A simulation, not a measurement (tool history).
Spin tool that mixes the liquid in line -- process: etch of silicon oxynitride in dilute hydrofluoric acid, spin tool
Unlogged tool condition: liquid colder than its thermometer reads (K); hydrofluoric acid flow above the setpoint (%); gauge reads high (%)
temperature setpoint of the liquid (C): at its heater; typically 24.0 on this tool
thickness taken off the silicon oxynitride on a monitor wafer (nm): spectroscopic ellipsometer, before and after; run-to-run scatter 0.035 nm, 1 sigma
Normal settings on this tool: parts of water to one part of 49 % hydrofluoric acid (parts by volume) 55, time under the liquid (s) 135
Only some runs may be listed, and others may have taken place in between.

run,hour,temperature setpoint of the liquid (C),parts of water to one part of 49 % hydrofluoric acid (parts by volume),time under the liquid (s),wafers since the last listed run,hours since the thermometer was replaced,hours since the hydrofluoric acid flow meter was replaced,hours since the gauge calibration,"read-back film thickness of the silicon oxynitride reference wafer, read on the same gauge (nm)",thickness taken off the silicon oxynitride on a monitor wafer (nm)
1,0.0,20.5,65,135,0,379.4,1309.0,1182.5,109.99,6.06
2,96.9,20.5,65,135,510,476.3,1405.9,1279.4,110.05,6.03
3,173.7,24.0,55,135,404,553.1,1482.7,1356.2,110.00,8.54
# hour 223.5: gauge calibrated
4,276.3,24.0,55,135,540,655.7,1585.3,52.8,109.99,8.57
5,362.7,24.0,55,135,455,742.1,1671.7,139.2,109.98,8.47
# hour 431.7: thermometer replaced
6,463.2,24.0,55,135,524,31.5,1772.2,239.7,110.02,8.56
7,554.7,24.0,45,85,481,123.0,1863.7,331.2,110.00,6.61
8,600.6,24.0,45,85,241,168.9,1909.6,377.1,109.99,6.67
9,676.0,25.5,45,135,397,244.3,1985.0,452.5,110.05,11.30
10,749.5,25.5,45,135,387,317.8,2058.5,526.0,110.01,11.35
11,819.4,24.0,55,135,368,387.7,2128.4,595.9,109.96,8.61
12,896.3,24.0,55,135,405,464.6,2205.3,672.8,109.99,8.56
13,936.8,24.0,55,135,213,505.1,2245.8,713.3,110.02,8.55
14,1009.4,24.0,55,75,382,577.7,2318.4,785.9,109.98,4.77
# hour 1063.5: hydrofluoric acid flow meter replaced
15,1088.9,24.0,25,135,413,657.2,25.4,865.4,109.94,19.33
16,1166.7,28.5,30,180,409,735.0,103.2,943.2,110.03,26.72
# hour 1220.2: thermometer replaced
17,1225.4,24.0,85,135,303,5.2,161.9,1001.9,110.00,5.36
18,1319.3,21.0,30,135,494,99.1,255.8,1095.8,110.00,13.89
19,1411.3,21.0,35,135,484,191.1,347.8,1187.8,110.01,11.75
# hour 1435.3: gauge calibrated
20,1466.0,27.0,65,135,288,245.8,402.5,30.7,110.02,8.24
21,1578.4,24.0,80,160,592,358.2,514.9,143.1,110.00,6.82
22,1658.0,24.0,55,135,419,437.8,594.5,222.7,109.99,8.55
23,1744.3,24.0,40,95,454,524.1,680.8,309.0,110.01,8.33
24,1803.3,24.0,55,135,310,583.1,739.8,368.0,109.99,8.63
25,1890.2,24.0,55,135,457,670.0,826.7,454.9,109.98,8.59
# hour 1929.8: thermometer replaced
26,1946.4,25.5,45,135,290,16.6,882.9,511.1,110.01,11.37

Below are 5 alternative next runs, each starting from the tool's condition after run 26. Predict each:
A,1946.9,24.0,55,135,2,17.1,883.4,511.6,?,?
B,1946.9,19.5,45,75,2,17.1,883.4,511.6,?,?
C,1946.9,21.5,55,135,2,17.1,883.4,511.6,?,?
D,1946.9,24.0,55,100,2,17.1,883.4,511.6,?,?
E,1946.9,19.5,55,135,2,17.1,883.4,511.6,?,?

run,"read-back film thickness of the silicon oxynitride reference wafer, read on the same gauge (nm)",thickness taken off the silicon oxynitride on a monitor wafer (nm)
A,110.00,8.56
B,110.00,4.68
C,110.00,7.57
D,110.00,6.34
E,110.00,6.85
The same runs, with their run-to-run variation unchanged, on a tool lacking any hidden condition would have given:
run,thickness taken off the silicon oxynitride on a monitor wafer (nm)
A,8.56
B,4.68
C,7.57
D,6.34
E,6.85
